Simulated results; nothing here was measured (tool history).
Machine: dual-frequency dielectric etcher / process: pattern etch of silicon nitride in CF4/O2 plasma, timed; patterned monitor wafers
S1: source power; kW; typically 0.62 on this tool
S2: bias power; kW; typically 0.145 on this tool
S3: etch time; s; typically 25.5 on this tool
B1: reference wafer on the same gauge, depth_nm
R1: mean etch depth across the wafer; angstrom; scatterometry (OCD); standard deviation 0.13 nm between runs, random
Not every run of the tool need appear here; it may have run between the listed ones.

| run | hour | S1 | S2 | S3 | B1 | R1 |
|---|---|---|---|---|---|---|
| 1 | 0 | 0.62 | 0.145 | 30.5 | 56.8 | 642 |
| 2 | 69.3 | 0.62 | 0.145 | 25.5 | 56.9 | 534 |
|  | 125.1 | wet clean of the chamber |
| 3 | 127.6 | 0.62 | 0.145 | 25.5 | 56.8 | 534 |
|  | 152.8 | gauge calibrated |
| 4 | 203.2 | 0.62 | 0.145 | 25.5 | 56.8 | 534 |
| 5 | 255.1 | 0.62 | 0.145 | 25.5 | 56.8 | 535 |
| 6 | 433.4 | 0.72 | 0.145 | 21.5 | 56.8 | 514 |
| 7 | 538 | 0.72 | 0.145 | 21.5 | 56.8 | 514 |
| 8 | 597 | 0.62 | 0.145 | 25.5 | 56.8 | 534 |
|  | 657.7 | wet clean of the chamber |
| 9 | 658.2 | 0.62 | 0.145 | 25.5 | 56.9 | 534 |
| 10 | 732.3 | 0.62 | 0.145 | 25.5 | 56.8 | 533 |
|  | 770.1 | bias power generator calibrated |
| 11 | 795.1 | 0.62 | 0.145 | 25.5 | 56.8 | 545 |
| 12 | 850.9 | 0.7 | 0.145 | 29.5 | 56.8 | 703 |
| 13 | 902.3 | 0.62 | 0.168 | 25.5 | 56.8 | 578 |
|  | 929.1 | upper electrode replaced |
| 14 | 949.3 | 0.62 | 0.116 | 25.5 | 56.8 | 495 |

The next listed run, before its measurement:
|  | 992.3 | gauge calibrated |
| 15 | 998.5 | 0.7 | 0.145 | 25.5 | ? | ? |

Run 15 measured B1 56.8, R1 604 angstrom.
Minus the tool's unlogged condition, the same run would have read R1 607 angstrom.
